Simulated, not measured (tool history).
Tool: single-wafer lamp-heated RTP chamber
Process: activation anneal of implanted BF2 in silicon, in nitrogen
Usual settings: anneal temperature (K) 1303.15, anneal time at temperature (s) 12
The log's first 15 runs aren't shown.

run	hour	anneal temperature (K)	anneal time at temperature (s)	wafers since the last listed run	wafers since the last pyrometer calibration	wafers since the reflector plate was cleaned	hours since the gauge calibration	read-back reference wafer on the same gauge, sheet resistance	sheet resistance of the implanted and annealed layer (ohm/square)
# hour 1073.2: pyrometer window cleaned and pyrometer calibrated
16	1304.1	1303.15	12	6354	4697	10343	2530.1	338.89	318.04
17	1353.3	1325.15	12	1000	5698	11343	2579.3	339.03	298.71
# hour 1415.2: reflector plate cleaned, repeated, since the last time left the tool worse
18	1461.1	1278.15	18	2029	7727	933	2687.1	339	336.55
# hour 1552.2: gauge calibrated
19	1568.1	1293.15	12	2176	9904	3110	15.9	339.33	334.1
20	1655.4	1303.15	12	1775	11679	4885	103.2	338.98	323.73
# hour 1703.9: pyrometer window cleaned and pyrometer calibrated
21	1754.3	1274.15	17	1848	1025	6734	202.1	338.99	342.3
22	1841.5	1295.15	10	1773	2799	8508	289.3	339.35	337.97
23	1945.2	1293.15	12	2109	4908	10617	393	339.29	331.94

Run 24 comes next. What will it give?
24	2026.4	1312.15	12	1651	6560	12268	474.2	?	?

Run 24 gave read-back reference wafer on the same gauge, sheet resistance 339.29, sheet resistance of the implanted and annealed layer (ohm/square) 315.08.
Without the tool's hidden state the same run would have given sheet resistance of the implanted and annealed layer (ohm/square) 318.3.
